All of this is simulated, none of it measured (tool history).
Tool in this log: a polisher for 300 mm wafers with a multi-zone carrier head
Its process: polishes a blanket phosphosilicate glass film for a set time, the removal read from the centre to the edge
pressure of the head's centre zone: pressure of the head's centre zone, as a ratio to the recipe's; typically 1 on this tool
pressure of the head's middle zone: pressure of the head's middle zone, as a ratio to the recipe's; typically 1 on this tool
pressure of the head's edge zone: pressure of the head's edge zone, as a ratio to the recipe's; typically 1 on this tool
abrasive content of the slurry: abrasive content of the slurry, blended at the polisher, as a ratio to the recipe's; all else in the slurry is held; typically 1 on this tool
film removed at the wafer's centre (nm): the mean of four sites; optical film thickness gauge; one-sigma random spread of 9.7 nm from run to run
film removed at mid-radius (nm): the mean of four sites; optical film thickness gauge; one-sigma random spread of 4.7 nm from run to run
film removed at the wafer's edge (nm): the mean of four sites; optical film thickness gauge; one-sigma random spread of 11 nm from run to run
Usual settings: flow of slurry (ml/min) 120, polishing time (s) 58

| run | day | flow of slurry (ml/min) | pressure of the head's centre zone | pressure of the head's middle zone | pressure of the head's edge zone | abrasive content of the slurry | polishing time (s) | wafers since the last listed run | wafers polished on this pad | hours since the slurry nozzle was cleaned | hours since the centre zone pressure was calibrated | hours since the edge zone pressure was calibrated | hours since the carrier head's membrane was replaced | incoming thickness of the incoming film, nm | film removed at the wafer's centre (nm) | film removed at mid-radius (nm) | film removed at the wafer's edge (nm) |
|---|---|---|---|---|---|---|---|---|---|---|---|---|---|---|---|---|---|
| 1 | 0 | 120 | 1 | 0.92 | 1 | 1 | 58 | 0 | 882 | 569.8 | 1090.5 | 940.1 | 439.4 | 3830.2 | 537.4 | 506.6 | 570.9 |
|  | 0.104 | worn pad replaced by a new one |
| 2 | 0.412 | 120 | 1 | 1.03 | 1 | 1 | 58 | 99 | 99 | 579.7 | 1100.4 | 950 | 449.3 | 3811 | 573.9 | 603.2 | 613.1 |
| 3 | 0.838 | 120 | 1 | 1 | 1 | 1 | 58 | 135 | 234 | 589.9 | 1110.6 | 960.2 | 459.5 | 3823.2 | 562.7 | 552.1 | 592.5 |
| 4 | 1.525 | 120 | 1 | 1 | 1 | 1 | 58 | 219 | 454 | 606.4 | 1127.1 | 976.7 | 476 | 3815 | 522.4 | 525.4 | 568 |
| 5 | 1.996 | 120 | 1 | 1 | 1 | 1 | 58 | 150 | 605 | 617.7 | 1138.4 | 988 | 487.3 | 3746.7 | 510.4 | 512.4 | 556.3 |
|  | 2.338 | slurry nozzle cleaned |
|  | 2.512 | edge zone pressure recalibrated |
|  | 2.612 | worn pad replaced by a new one |
| 6 | 2.633 | 120 | 1 | 1 | 1 | 1 | 58 | 131 | 6 | 7.1 | 1153.7 | 2.9 | 502.6 | 3711.9 | 738.1 | 725 | 751.3 |
| 7 | 3.233 | 120 | 1 | 1 | 1 | 1 | 58 | 191 | 197 | 21.5 | 1168.1 | 17.3 | 517 | 3783.7 | 700.8 | 679.9 | 689.1 |
|  | 4.008 | centre zone pressure recalibrated |
|  | 4.617 | carrier head's membrane replaced by a new one |
| 8 | 4.638 | 100 | 1.04 | 0.89 | 1 | 1 | 44 | 355 | 553 | 55.2 | 15.1 | 51 | 0.5 | 3812.7 | 484.3 | 424.3 | 483.8 |
| 9 | 5.058 | 120 | 0.93 | 0.9 | 1 | 1.15 | 58 | 134 | 687 | 65.3 | 25.2 | 61.1 | 10.6 | 3797.9 | 679.5 | 635.7 | 685.2 |
| 10 | 5.462 | 100 | 1.07 | 1 | 1 | 1 | 58 | 129 | 817 | 75 | 34.9 | 70.8 | 20.3 | 3788.4 | 650.5 | 608.1 | 613.9 |
|  | 5.638 | worn pad replaced by a new one |
| 11 | 5.967 | 120 | 1 | 1 | 1 | 1 | 58 | 107 | 104 | 87.1 | 47 | 82.9 | 32.4 | 3810.7 | 713.7 | 696.6 | 719.8 |
| 12 | 6.483 | 80 | 1 | 1 | 1 | 1 | 58 | 165 | 269 | 99.5 | 59.4 | 95.3 | 44.8 | 3772.1 | 564.8 | 579.4 | 623.3 |
| 13 | 7.092 | 80 | 1 | 0.92 | 1 | 1 | 58 | 194 | 464 | 114.1 | 74 | 109.9 | 59.4 | 3771.1 | 579.7 | 524 | 608.6 |
| 14 | 7.467 | 90 | 1.11 | 1.12 | 1 | 1 | 58 | 119 | 584 | 123.1 | 83 | 118.9 | 68.4 | 3786.8 | 633.7 | 638.5 | 608.4 |

Predict each of these 3 candidate next runs independently; none follows another, all start after run 14:
| A | 7.483 | 120 | 1 | 0.94 | 1 | 1 | 58 | 5 | 589 | 123.5 | 83.4 | 119.3 | 68.8 | 3760 | ? | ? | ? |
| B | 7.483 | 120 | 0.92 | 1 | 1 | 0.75 | 58 | 5 | 589 | 123.5 | 83.4 | 119.3 | 68.8 | 3760 | ? | ? | ? |
| C | 7.483 | 120 | 1 | 0.92 | 1 | 1.2 | 51 | 5 | 589 | 123.5 | 83.4 | 119.3 | 68.8 | 3760 | ? | ? | ? |

| run | film removed at the wafer's centre (nm) | film removed at mid-radius (nm) | film removed at the wafer's edge (nm) |
|---|---|---|---|
| A | 666.4 | 614.8 | 649.5 |
| B | 520.4 | 534 | 535.9 |
| C | 645.2 | 585.1 | 629.1 |
Had the tool no hidden state, the same runs would have come out as:
| run | film removed at the wafer's centre (nm) | film removed at mid-radius (nm) | film removed at the wafer's edge (nm) |
|---|---|---|---|
| A | 761.9 | 701.5 | 737.7 |
| B | 594.9 | 609.3 | 608.7 |
| C | 737.7 | 667.6 | 714.6 |

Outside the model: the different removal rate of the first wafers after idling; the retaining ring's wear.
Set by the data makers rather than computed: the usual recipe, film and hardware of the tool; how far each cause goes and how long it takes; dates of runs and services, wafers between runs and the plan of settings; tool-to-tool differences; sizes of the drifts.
